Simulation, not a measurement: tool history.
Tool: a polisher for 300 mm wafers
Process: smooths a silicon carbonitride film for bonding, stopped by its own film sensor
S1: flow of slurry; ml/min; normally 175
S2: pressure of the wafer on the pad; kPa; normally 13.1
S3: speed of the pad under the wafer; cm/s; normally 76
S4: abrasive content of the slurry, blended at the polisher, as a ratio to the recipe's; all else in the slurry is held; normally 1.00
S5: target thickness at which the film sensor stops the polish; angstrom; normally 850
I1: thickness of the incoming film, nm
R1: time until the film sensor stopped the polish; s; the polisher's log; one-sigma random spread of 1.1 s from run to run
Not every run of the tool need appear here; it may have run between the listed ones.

run	hour	S1	S2	S3	S4	S5	I1	R1
1	0.0	175	13.1	76	1.00	850	100.8	90.5
2	14.1	175	13.1	76	1.00	850	98.6	77.8
3	28.5	175	13.1	56	1.00	850	99.8	108.2
4	38.6	175	13.1	82	1.00	850	100.7	86.7
# hour 43.5: slurry nozzle cleaned
5	46.3	175	13.1	82	1.00	850	99.5	81.6
# hour 94.5: worn pad replaced by a new one
6	95.0	175	13.1	82	1.00	850	100.2	85.4
7	100.5	175	13.1	76	1.00	850	99.4	85.7
8	118.4	175	13.1	76	1.00	850	100.2	88.8
9	133.3	175	13.1	76	1.00	850	101.5	98.8
# hour 144.0: slurry blender recalibrated
10	163.5	175	13.1	76	1.00	850	100.8	86.7
11	172.3	175	10.3	76	1.00	820	100.3	119.6
12	181.3	175	17.9	58	1.25	820	99.2	84.9
13	193.5	205	9.7	100	1.20	850	100.3	76.1
# hour 210.5: worn pad replaced by a new one
# hour 238.4: head pressure recalibrated
14	246.6	175	13.1	76	1.00	880	100.1	67.4
15	255.8	175	13.1	76	1.00	820	100.3	105.0
16	267.0	175	13.1	76	1.00	850	99.9	85.0
17	298.2	175	11.7	76	1.00	850	100.0	92.1
18	321.7	175	17.9	76	1.00	850	101.4	77.1
# hour 339.8: worn pad replaced by a new one
19	340.3	155	13.1	54	1.20	880	101.5	92.0
20	349.7	150	11.0	92	1.00	850	99.2	80.1
21	362.5	175	13.1	76	1.00	850	100.4	91.6
22	376.4	175	13.1	102	1.15	850	99.1	63.4
23	384.1	175	13.1	76	1.00	850	100.7	91.5
24	392.0	175	13.1	76	1.00	850	98.8	81.8

For run 25, what comes out?
25	398.8	175	13.1	76	1.00	850	99.5	?

R1: 85.6 s
Were there no unlogged condition in the tool, this run, its random variation unchanged, would have produced R1 81.1 s.
